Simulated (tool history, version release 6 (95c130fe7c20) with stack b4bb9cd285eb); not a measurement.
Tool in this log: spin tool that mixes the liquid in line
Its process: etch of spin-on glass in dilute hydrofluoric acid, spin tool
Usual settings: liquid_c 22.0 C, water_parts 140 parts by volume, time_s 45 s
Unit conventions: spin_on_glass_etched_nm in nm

run	hour	liquid_c	water_parts	time_s	wafers since the last listed run	hours since the thermometer was replaced	hours since the hydrofluoric acid flow meter was replaced	hours since the gauge calibration	read-back film thickness of the spin-on glass reference wafer, read on the same gauge (nm)	spin_on_glass_etched_nm
1	0.0	22.0	140	45	0	2381.4	767.8	137.2	59.99	9.17
2	9.5	22.0	140	45	81	2390.9	777.3	146.7	60.01	9.16
3	21.4	22.0	105	60	102	2402.8	789.2	158.6	60.02	17.18
4	29.3	22.0	105	60	68	2410.7	797.1	166.5	60.01	16.97
5	45.0	22.0	140	45	135	2426.4	812.8	182.2	59.99	9.08
# hour 89.1: gauge calibrated
6	91.5	22.0	140	45	400	2472.9	859.3	2.4	60.02	9.22
7	107.7	22.0	140	45	139	2489.1	875.5	18.6	60.00	9.23
8	118.7	22.0	140	25	94	2500.1	886.5	29.6	60.00	5.13
9	128.0	22.0	140	25	80	2509.4	895.8	38.9	60.00	5.13
# hour 137.7: hydrofluoric acid flow meter replaced
10	138.5	22.0	140	25	81	2519.9	0.8	49.4	59.97	5.14
11	147.7	19.5	140	45	79	2529.1	10.0	58.6	60.00	8.30
12	156.6	22.0	140	45	76	2538.0	18.9	67.5	60.03	9.29
13	166.3	27.0	80	35	83	2547.7	28.6	77.2	59.99	16.61
14	176.5	23.5	85	50	87	2557.9	38.8	87.4	59.98	19.05
15	193.5	25.0	165	45	146	2574.9	55.8	104.4	60.01	8.55
16	201.6	17.5	100	45	69	2583.0	63.9	112.5	60.00	11.19
# hour 219.2: thermometer replaced
17	219.7	22.0	140	45	147	0.5	82.0	130.6	60.01	9.32
18	229.4	20.5	175	70	83	10.2	91.7	140.3	60.02	10.40
19	247.0	22.0	140	45	151	27.8	109.3	157.9	59.98	9.29
20	253.6	26.0	205	50	56	34.4	115.9	164.5	60.01	7.54
21	268.6	23.5	100	55	129	49.4	130.9	179.5	60.00	17.47
22	277.3	22.0	100	45	74	58.1	139.6	188.2	59.99	13.44

Take each entry between the runs: how does the hidden state at the last listed run before it differ from the hidden state at the first listed run after it?
After run 5, before run 6: gauge calibrated (hour 89.1)
  the hidden state is the same at both runs
After run 9, before run 10: hydrofluoric acid flow meter replaced (hour 137.7)
  the hidden state is the same at both runs
After run 16, before run 17: thermometer replaced (hour 219.2)
  the hidden state is the same at both runs
